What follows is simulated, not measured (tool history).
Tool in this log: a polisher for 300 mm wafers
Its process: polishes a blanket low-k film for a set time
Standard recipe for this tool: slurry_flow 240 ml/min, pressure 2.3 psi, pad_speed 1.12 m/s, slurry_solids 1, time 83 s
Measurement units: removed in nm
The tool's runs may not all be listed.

run,hour,slurry_flow,pressure,pad_speed,slurry_solids,time,"incoming thickness of the incoming film, nm",removed
1,0.0,240,2.8,1.12,1,83,637.6,60.2
2,11.1,240,2.8,1.12,1,83,633.9,58.7
3,27.9,185,2.3,1.12,1,63,633.5,36.8
# hour 38.3: worn pad replaced by a new one
4,42.6,185,2.3,1.12,1,63,640.9,36.9
5,49.6,185,2.3,1.12,1,63,628.7,37.0
6,66.9,240,2.3,1.12,1,83,641.4,48.6
7,75.5,240,2.3,1.12,1,83,640.7,49.2
# hour 91.2: worn pad replaced by a new one
8,91.7,240,2.3,1.12,1,83,630.0,48.6
9,101.7,240,2.3,1.12,1,83,643.6,48.9
10,110.3,240,2.3,1.12,1,83,648.0,48.7

What does the tool deliver on the next run?
# hour 127.9: slurry nozzle cleaned
11,128.4,190,2.3,1.12,1,83,630.4,?

For run 11 the tool returned removed 47.9 nm.
Had the tool carried no hidden state, the very same run would have given removed 45.3 nm.
